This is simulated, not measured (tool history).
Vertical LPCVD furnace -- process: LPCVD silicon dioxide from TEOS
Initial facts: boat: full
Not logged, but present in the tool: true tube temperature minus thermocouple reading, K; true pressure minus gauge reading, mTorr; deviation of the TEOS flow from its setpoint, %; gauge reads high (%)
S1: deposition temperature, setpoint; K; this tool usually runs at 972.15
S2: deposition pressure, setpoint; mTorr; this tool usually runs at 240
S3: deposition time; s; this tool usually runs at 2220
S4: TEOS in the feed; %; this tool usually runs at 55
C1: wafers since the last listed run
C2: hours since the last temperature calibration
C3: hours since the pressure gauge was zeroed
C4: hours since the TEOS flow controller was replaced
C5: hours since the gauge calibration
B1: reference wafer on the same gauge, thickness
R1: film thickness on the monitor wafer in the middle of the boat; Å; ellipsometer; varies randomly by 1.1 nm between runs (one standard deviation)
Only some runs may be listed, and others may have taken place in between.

run 1 day=0.000 | S1=972.15 S2=240 S3=2220 S4=55 | C1=0 C2=453.6 C3=2814.5 C4=3101.9 C5=571.2 | B1=193.91 | R1=2099.2
run 2 day=2.617 | S1=972.15 S2=240 S3=2220 S4=57 | C1=1210 C2=516.4 C3=2877.3 C4=3164.7 C5=634.0 | B1=193.80 | R1=2149.4
-- day=3.021 gauge calibrated
run 3 day=4.821 | S1=972.15 S2=240 S3=2220 S4=57 | C1=1019 C2=569.3 C3=2930.2 C4=3217.6 C5=43.2 | B1=193.80 | R1=2143.2
run 4 day=7.583 | S1=972.15 S2=240 S3=2220 S4=55 | C1=1278 C2=635.6 C3=2996.5 C4=3283.9 C5=109.5 | B1=193.81 | R1=2102.4
run 5 day=9.504 | S1=972.15 S2=240 S3=2640 S4=49 | C1=888 C2=681.7 C3=3042.6 C4=3330.0 C5=155.6 | B1=193.96 | R1=2388.6
run 6 day=11.567 | S1=972.15 S2=240 S3=2220 S4=55 | C1=954 C2=731.2 C3=3092.1 C4=3379.5 C5=205.1 | B1=193.71 | R1=2114.6
run 7 day=12.738 | S1=972.15 S2=240 S3=2220 S4=55 | C1=541 C2=759.3 C3=3120.2 C4=3407.6 C5=233.2 | B1=194.34 | R1=2131.7
run 8 day=15.050 | S1=972.15 S2=240 S3=2220 S4=55 | C1=1069 C2=814.8 C3=3175.7 C4=3463.1 C5=288.7 | B1=194.07 | R1=2145.5
run 9 day=17.992 | S1=972.15 S2=240 S3=2220 S4=55 | C1=1360 C2=885.4 C3=3246.3 C4=3533.7 C5=359.3 | B1=194.11 | R1=2146.1
-- day=21.888 TEOS flow controller replaced
run 10 day=21.908 | S1=972.15 S2=240 S3=2220 S4=55 | C1=1349 C2=979.4 C3=3340.3 C4=0.5 C5=453.3 | B1=193.72 | R1=2152.0
run 11 day=22.850 | S1=967.15 S2=240 S3=2220 S4=55 | C1=435 C2=1002.0 C3=3362.9 C4=23.1 C5=475.9 | B1=194.09 | R1=1910.3
run 12 day=25.183 | S1=967.15 S2=240 S3=2220 S4=55 | C1=1079 C2=1058.0 C3=3418.9 C4=79.1 C5=531.9 | B1=194.10 | R1=1934.1
run 13 day=26.912 | S1=972.15 S2=240 S3=2220 S4=55 | C1=799 C2=1099.5 C3=3460.4 C4=120.6 C5=573.4 | B1=193.86 | R1=2188.7
run 14 day=29.612 | S1=972.15 S2=220 S3=2220 S4=55 | C1=1249 C2=1164.3 C3=3525.2 C4=185.4 C5=638.2 | B1=194.12 | R1=2098.1
run 15 day=31.671 | S1=972.15 S2=240 S3=2640 S4=49 | C1=952 C2=1213.7 C3=3574.6 C4=234.8 C5=687.6 | B1=193.99 | R1=2443.5
-- day=33.746 pressure gauge zeroed
run 16 day=33.767 | S1=983.15 S2=280 S3=2220 S4=59 | C1=506 C2=1264.0 C3=0.5 C4=285.1 C5=737.9 | B1=193.78 | R1=3141.2
-- day=35.179 gauge calibrated
-- day=35.508 thermocouples replaced and temperature profile calibrated
run 17 day=36.046 | S1=972.15 S2=240 S3=2220 S4=55 | C1=591 C2=12.9 C3=55.2 C4=339.8 C5=20.8 | B1=193.99 | R1=2073.6
run 18 day=38.062 | S1=972.15 S2=220 S3=1470 S4=63 | C1=932 C2=61.3 C3=103.6 C4=388.2 C5=69.2 | B1=193.91 | R1=1412.6
run 19 day=40.221 | S1=967.15 S2=240 S3=2220 S4=55 | C1=998 C2=113.1 C3=155.4 C4=440.0 C5=121.0 | B1=194.12 | R1=1847.3
run 20 day=43.175 | S1=972.15 S2=240 S3=2220 S4=59 | C1=1366 C2=184.0 C3=226.3 C4=510.9 C5=191.9 | B1=194.20 | R1=2173.5
run 21 day=45.633 | S1=972.15 S2=240 S3=2220 S4=55 | C1=1137 C2=243.0 C3=285.3 C4=569.9 C5=250.9 | B1=193.98 | R1=2074.9
run 22 day=48.600 | S1=969.15 S2=240 S3=2220 S4=55 | C1=1372 C2=314.2 C3=356.5 C4=641.1 C5=322.1 | B1=193.64 | R1=1930.1
run 23 day=51.238 | S1=972.15 S2=215 S3=2220 S4=47 | C1=1220 C2=377.5 C3=419.8 C4=704.4 C5=385.4 | B1=193.91 | R1=1843.0
run 24 day=53.642 | S1=977.15 S2=200 S3=1920 S4=58 | C1=1112 C2=435.2 C3=477.5 C4=762.1 C5=443.1 | B1=194.22 | R1=1906.3

Selected run-to-run steps in R1, each split into two signed amounts: the part the tool would show with no hidden state at all (from settings, incoming material and random variation), and the remainder, which goes to the hidden state together with any gauge scatter not common to the measured and the hidden-state-free results:
Run 15 -> 16: S1 972.15 -> 983.15, S2 240 -> 280, S3 2640 -> 2220, S4 49 -> 59, pressure gauge zeroed. R1 +697.7 Å: hidden state +47.3, all else +650.4.
Run 16 -> 17: S1 983.15 -> 972.15, S2 280 -> 240, S4 59 -> 55, gauge calibrated, thermocouples replaced and temperature profile calibrated. R1 -1067.6 Å: hidden state -175.4, all else -892.2.
